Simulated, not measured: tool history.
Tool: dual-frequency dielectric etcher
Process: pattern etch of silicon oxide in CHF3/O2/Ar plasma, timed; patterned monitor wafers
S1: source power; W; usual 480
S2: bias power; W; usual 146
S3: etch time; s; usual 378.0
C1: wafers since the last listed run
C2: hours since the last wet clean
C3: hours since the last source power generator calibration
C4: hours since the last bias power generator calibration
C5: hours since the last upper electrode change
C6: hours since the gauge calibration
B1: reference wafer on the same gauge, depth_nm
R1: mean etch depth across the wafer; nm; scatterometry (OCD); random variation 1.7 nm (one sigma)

Run 1, hour 0.0: usual settings but S1 450 W; C1 0; C2 181.4; C3 470.6; C4 1892.1; C5 1858.8; C6 74.3; B1 594.4. Result: R1 587.3 nm.
Run 2, hour 86.9: usual settings but S1 450 W; C1 455; C2 268.3; C3 557.5; C4 1979.0; C5 1945.7; C6 161.2; B1 594.2. Result: R1 593.9 nm.
Run 3, hour 183.6: usual settings; C1 506; C2 365.0; C3 654.2; C4 2075.7; C5 2042.4; C6 257.9; B1 595.3. Result: R1 602.8 nm.
At hour 242.1: wet clean of the chamber.
Run 4, hour 257.5: usual settings; C1 261; C2 15.4; C3 728.1; C4 2149.6; C5 2116.3; C6 331.8; B1 596.0. Result: R1 606.3 nm.
Run 5, hour 349.4: usual settings but S1 400 W; C1 481; C2 107.3; C3 820.0; C4 2241.5; C5 2208.2; C6 423.7; B1 597.0. Result: R1 571.5 nm.
Run 6, hour 415.5: usual settings but S1 400 W; C1 346; C2 173.4; C3 886.1; C4 2307.6; C5 2274.3; C6 489.8; B1 598.1. Result: R1 569.5 nm.
Run 7, hour 491.9: usual settings but S1 400 W; C1 400; C2 249.8; C3 962.5; C4 2384.0; C5 2350.7; C6 566.2; B1 599.0. Result: R1 573.1 nm.
At hour 540.6: upper electrode replaced.
Run 8, hour 561.7: usual settings but S2 173 W, S3 335.0 s; C1 240; C2 319.6; C3 1032.3; C4 2453.8; C5 21.1; C6 636.0; B1 600.7. Result: R1 566.2 nm.
Run 9, hour 653.6: usual settings but S2 173 W, S3 335.0 s; C1 481; C2 411.5; C3 1124.2; C4 2545.7; C5 113.0; C6 727.9; B1 601.8. Result: R1 570.9 nm.
Run 10, hour 698.0: usual settings; C1 232; C2 455.9; C3 1168.6; C4 2590.1; C5 157.4; C6 772.3; B1 604.2. Result: R1 613.3 nm.
At hour 729.3: wet clean of the chamber.
Run 11, hour 740.2: usual settings but S1 430 W, S2 169 W, S3 459.0 s; C1 95; C2 10.9; C3 1210.8; C4 2632.3; C5 199.6; C6 814.5; B1 605.6. Result: R1 749.7 nm.
Run 12, hour 796.3: usual settings but S1 390 W, S3 283.5 s; C1 294; C2 67.0; C3 1266.9; C4 2688.4; C5 255.7; C6 870.6; B1 606.9. Result: R1 431.6 nm.
Run 13, hour 874.0: usual settings but S1 570 W, S3 277.5 s; C1 407; C2 144.7; C3 1344.6; C4 2766.1; C5 333.4; C6 948.3; B1 609.0. Result: R1 478.0 nm.
Run 14, hour 919.3: usual settings but S1 540 W, S2 131 W; C1 237; C2 190.0; C3 1389.9; C4 2811.4; C5 378.7; C6 993.6; B1 610.1. Result: R1 623.2 nm.
At hour 1016.6: gauge calibrated.
Run 15, hour 1018.1: usual settings; C1 517; C2 288.8; C3 1488.7; C4 2910.2; C5 477.5; C6 1.5; B1 591.6. Result: R1 599.7 nm.
At hour 1054.5: bias power generator calibrated.
At hour 1121.1: wet clean of the chamber.
Run 16, hour 1125.0: usual settings but S3 305.0 s; C1 413; C2 3.9; C3 1595.6; C4 70.5; C5 584.4; C6 108.4; B1 592.0. Result: R1 482.9 nm.
Run 17, hour 1219.8: usual settings but S1 400 W, S2 161 W; C1 496; C2 98.7; C3 1690.4; C4 165.3; C5 679.2; C6 203.2; B1 592.4. Result: R1 583.1 nm.
Run 18, hour 1272.5: usual settings but S1 430 W, S2 166 W, S3 299.0 s; C1 276; C2 151.4; C3 1743.1; C4 218.0; C5 731.9; C6 255.9; B1 592.7. Result: R1 476.3 nm.
At hour 1295.2: source power generator calibrated.
Run 19, hour 1342.6: usual settings; C1 346; C2 221.5; C3 47.4; C4 288.1; C5 802.0; C6 326.0; B1 592.5. Result: R1 600.3 nm.
Run 20, hour 1430.8: usual settings but S3 464.5 s; C1 462; C2 309.7; C3 135.6; C4 376.3; C5 890.2; C6 414.2; B1 594.7. Result: R1 739.8 nm.
At hour 1579.2: wet clean of the chamber.
Run 21, hour 1655.6: usual settings but S1 380 W, S2 155 W, S3 304.0 s; C1 1052; C2 76.4; C3 360.4; C4 601.1; C5 1115.0; C6 639.0; B1 598.1. Result: R1 461.0 nm.

Forecast each of these 4 alternatives for the next run:
Run A, hour 1656.1: usual settings but S1 550 W; C1 2; C2 76.9; C3 360.9; C4 601.6; C5 1115.5; C6 639.5; B1 ?. Result: R1 ?.
Run B, hour 1656.1: usual settings but S3 316.0 s; C1 2; C2 76.9; C3 360.9; C4 601.6; C5 1115.5; C6 639.5; B1 ?. Result: R1 ?.
Run C, hour 1656.1: usual settings but S1 380 W; C1 2; C2 76.9; C3 360.9; C4 601.6; C5 1115.5; C6 639.5; B1 ?. Result: R1 ?.
Run D, hour 1656.1: usual settings but S1 570 W, S2 165 W, S3 309.5 s; C1 2; C2 76.9; C3 360.9; C4 601.6; C5 1115.5; C6 639.5; B1 ?. Result: R1 ?.

run     B1     R1
  A  597.4  635.2
  B  597.4  507.0
  C  597.4  561.4
  D  597.4  545.7
Without the tool's hidden state the same runs would have given:
run     R1
  A  630.8
  B  503.5
  C  557.5
  D  541.8

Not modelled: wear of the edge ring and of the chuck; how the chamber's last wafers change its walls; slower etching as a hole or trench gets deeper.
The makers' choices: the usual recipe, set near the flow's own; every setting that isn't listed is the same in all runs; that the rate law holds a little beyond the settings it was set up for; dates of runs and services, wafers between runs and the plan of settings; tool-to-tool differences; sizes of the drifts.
